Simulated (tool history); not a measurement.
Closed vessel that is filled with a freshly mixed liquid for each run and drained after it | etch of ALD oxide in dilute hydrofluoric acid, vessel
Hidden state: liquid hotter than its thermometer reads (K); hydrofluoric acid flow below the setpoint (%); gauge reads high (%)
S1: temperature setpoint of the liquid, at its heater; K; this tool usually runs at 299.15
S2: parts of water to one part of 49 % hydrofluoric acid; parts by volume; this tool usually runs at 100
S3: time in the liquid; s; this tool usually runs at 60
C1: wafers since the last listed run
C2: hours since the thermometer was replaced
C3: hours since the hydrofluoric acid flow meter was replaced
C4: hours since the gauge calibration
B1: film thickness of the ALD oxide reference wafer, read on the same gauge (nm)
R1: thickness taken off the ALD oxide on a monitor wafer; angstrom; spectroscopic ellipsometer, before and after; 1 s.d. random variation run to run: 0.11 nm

| run | hour | S1 | S2 | S3 | C1 | C2 | C3 | C4 | B1 | R1 |
|---|---|---|---|---|---|---|---|---|---|---|
| 1 | 0 | 299.15 | 100 | 60 | 0 | 758 | 924.6 | 177 | 40.01 | 119.5 |
| 2 | 13.8 | 299.15 | 100 | 60 | 1012 | 771.8 | 938.4 | 190.8 | 40.03 | 118.8 |
| 3 | 30.3 | 299.15 | 100 | 60 | 1211 | 788.3 | 954.9 | 207.3 | 40.01 | 118.9 |
| 4 | 57.4 | 299.15 | 100 | 60 | 1989 | 815.4 | 982 | 234.4 | 39.99 | 120.9 |
| 5 | 81.3 | 299.15 | 100 | 60 | 1754 | 839.3 | 1005.9 | 258.3 | 40.03 | 119.7 |
| 6 | 111.9 | 299.15 | 100 | 60 | 2246 | 869.9 | 1036.5 | 288.9 | 39.98 | 120.9 |
| 7 | 127.9 | 299.15 | 100 | 60 | 1174 | 885.9 | 1052.5 | 304.9 | 39.99 | 120.2 |
| 8 | 194.2 | 299.15 | 100 | 60 | 4866 | 952.2 | 1118.8 | 371.2 | 40.02 | 119.5 |
| 9 | 213.1 | 299.15 | 100 | 60 | 1387 | 971.1 | 1137.7 | 390.1 | 40.02 | 121.6 |
|  | 230.7 | thermometer replaced |
| 10 | 244.6 | 299.15 | 100 | 60 | 2238 | 13.9 | 1169.2 | 421.6 | 39.98 | 106.2 |
| 11 | 276.6 | 299.15 | 100 | 60 | 2348 | 45.9 | 1201.2 | 453.6 | 39.99 | 104.8 |
| 12 | 299.4 | 299.15 | 100 | 60 | 1673 | 68.7 | 1224 | 476.4 | 39.97 | 105.6 |
| 13 | 314 | 301.65 | 120 | 60 | 1071 | 83.3 | 1238.6 | 491 | 39.98 | 95.5 |
|  | 369.3 | gauge calibrated |
| 14 | 414.4 | 301.65 | 120 | 60 | 7369 | 183.7 | 1339 | 45.1 | 39.99 | 93.7 |
| 15 | 432.4 | 299.15 | 100 | 60 | 1321 | 201.7 | 1357 | 63.1 | 39.98 | 106.7 |
| 16 | 462 | 295.15 | 50 | 50 | 2172 | 231.3 | 1386.6 | 92.7 | 39.96 | 164.1 |
|  | 517.1 | hydrofluoric acid flow meter replaced |
| 17 | 555.2 | 303.65 | 135 | 70 | 6767 | 324.5 | 38.1 | 185.9 | 39.99 | 115.1 |
| 18 | 589.7 | 294.15 | 115 | 60 | 2532 | 359 | 72.6 | 220.4 | 40.01 | 80.9 |
| 19 | 605.9 | 299.15 | 100 | 60 | 1189 | 375.2 | 88.8 | 236.6 | 39.99 | 117.1 |
| 20 | 627 | 299.15 | 100 | 80 | 1548 | 396.3 | 109.9 | 257.7 | 39.99 | 159.2 |
| 21 | 647.6 | 299.15 | 130 | 40 | 1512 | 416.9 | 130.5 | 278.3 | 39.99 | 58.9 |
| 22 | 671.1 | 299.15 | 80 | 60 | 1724 | 440.4 | 154 | 301.8 | 39.99 | 151.1 |
| 23 | 702.4 | 299.15 | 145 | 85 | 2297 | 471.7 | 185.3 | 333.1 | 40 | 108.8 |
| 24 | 725.2 | 299.15 | 100 | 45 | 1673 | 494.5 | 208.1 | 355.9 | 40.02 | 87.7 |
| 25 | 745.4 | 295.15 | 50 | 50 | 1482 | 514.7 | 228.3 | 376.1 | 40.05 | 180 |
| 26 | 763.3 | 295.65 | 100 | 60 | 1313 | 532.6 | 246.2 | 394 | 40 | 104.4 |
| 27 | 791.8 | 299.15 | 60 | 40 | 2091 | 561.1 | 274.7 | 422.5 | 39.99 | 137.7 |
| 28 | 817.6 | 295.65 | 100 | 60 | 1893 | 586.9 | 300.5 | 448.3 | 40.03 | 102.2 |

Estimate the outcome of run 29 from the log above:
| 29 | 850.2 | 299.15 | 120 | 60 | 2392 | 619.5 | 333.1 | 480.9 | ? | ? |

Run 29 yielded B1 40.01, R1 94.5 angstrom.
With no hidden state in the tool, this same run would have given R1 92.2 angstrom.
